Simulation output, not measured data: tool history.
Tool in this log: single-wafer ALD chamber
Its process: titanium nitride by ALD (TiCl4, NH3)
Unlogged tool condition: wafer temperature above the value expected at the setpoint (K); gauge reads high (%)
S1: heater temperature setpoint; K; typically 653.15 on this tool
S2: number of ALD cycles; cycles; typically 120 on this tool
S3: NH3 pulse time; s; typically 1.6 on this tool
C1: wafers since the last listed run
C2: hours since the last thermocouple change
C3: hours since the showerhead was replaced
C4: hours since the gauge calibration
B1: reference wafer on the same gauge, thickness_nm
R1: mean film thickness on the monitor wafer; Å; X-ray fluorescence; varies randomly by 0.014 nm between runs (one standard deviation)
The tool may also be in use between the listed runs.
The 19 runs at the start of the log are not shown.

| run | day | S1 | S2 | S3 | C1 | C2 | C3 | C4 | B1 | R1 |
|---|---|---|---|---|---|---|---|---|---|---|
| 20 | 10.021 | 665.15 | 120 | 1.25 | 14 | 40.2 | 76 | 367.7 | 2.81 | 24.5 |
| 21 | 10.367 | 653.15 | 143 | 1.83 | 13 | 48.5 | 84.3 | 376 | 2.807 | 29.46 |
| 22 | 10.658 | 653.15 | 120 | 1.6 | 11 | 55.5 | 91.3 | 383 | 2.806 | 24.17 |
| 23 | 11.371 | 638.15 | 114 | 1.2 | 27 | 72.6 | 108.4 | 400.1 | 2.809 | 21.86 |
| 24 | 11.808 | 653.15 | 135 | 1.1 | 17 | 83.1 | 118.9 | 410.6 | 2.802 | 26.58 |
| 25 | 12.104 | 660.15 | 110 | 1.6 | 11 | 90.2 | 126 | 417.7 | 2.813 | 22.69 |
| 26 | 12.475 | 653.15 | 120 | 1.6 | 14 | 99.1 | 134.9 | 426.6 | 2.81 | 24.09 |
| 27 | 13.833 | 653.15 | 132 | 1.6 | 52 | 131.7 | 167.5 | 459.2 | 2.813 | 26.61 |
|  | 13.988 | gauge calibrated |
| 28 | 14.221 | 653.15 | 120 | 1.6 | 15 | 141 | 176.8 | 5.6 | 2.812 | 24.29 |
| 29 | 14.846 | 653.15 | 111 | 1.6 | 24 | 156 | 191.8 | 20.6 | 2.809 | 22.42 |
| 30 | 15.175 | 653.15 | 139 | 1.82 | 12 | 163.9 | 199.7 | 28.5 | 2.815 | 28.52 |
| 31 | 16.962 | 665.15 | 110 | 1.26 | 69 | 206.8 | 242.6 | 71.4 | 2.811 | 22.35 |
| 32 | 17.567 | 644.15 | 120 | 1.6 | 23 | 221.3 | 257.1 | 85.9 | 2.813 | 23.82 |
| 33 | 18.208 | 653.15 | 120 | 2.05 | 24 | 236.7 | 272.5 | 101.3 | 2.812 | 24.57 |
| 34 | 18.479 | 653.15 | 120 | 1.6 | 10 | 243.2 | 279 | 107.8 | 2.808 | 24.28 |
| 35 | 18.729 | 648.15 | 108 | 2.19 | 9 | 249.2 | 285 | 113.8 | 2.807 | 22.18 |
| 36 | 19.292 | 657.15 | 133 | 1.99 | 21 | 262.7 | 298.5 | 127.3 | 2.813 | 27.3 |
| 37 | 19.642 | 653.15 | 120 | 1.6 | 13 | 271.1 | 306.9 | 135.7 | 2.812 | 24.24 |
| 38 | 20.371 | 653.15 | 128 | 1.6 | 28 | 288.6 | 324.4 | 153.2 | 2.804 | 26.23 |

Forecast each of these 3 alternatives for the next run:
| A | 20.4 | 653.15 | 120 | 1.6 | 1 | 289.3 | 325.1 | 153.9 | ? | ? |
| B | 20.4 | 658.15 | 120 | 1.6 | 1 | 289.3 | 325.1 | 153.9 | ? | ? |
| C | 20.4 | 653.15 | 136 | 1.13 | 1 | 289.3 | 325.1 | 153.9 | ? | ? |

| run | B1 | R1 |
|---|---|---|
| A | 2.813 | 24.18 |
| B | 2.813 | 24.34 |
| C | 2.813 | 26.84 |
The same runs, with their run-to-run variation unchanged, on a tool lacking any hidden condition would have given:
| run | R1 |
|---|---|
| A | 24.18 |
| B | 24.34 |
| C | 26.84 |
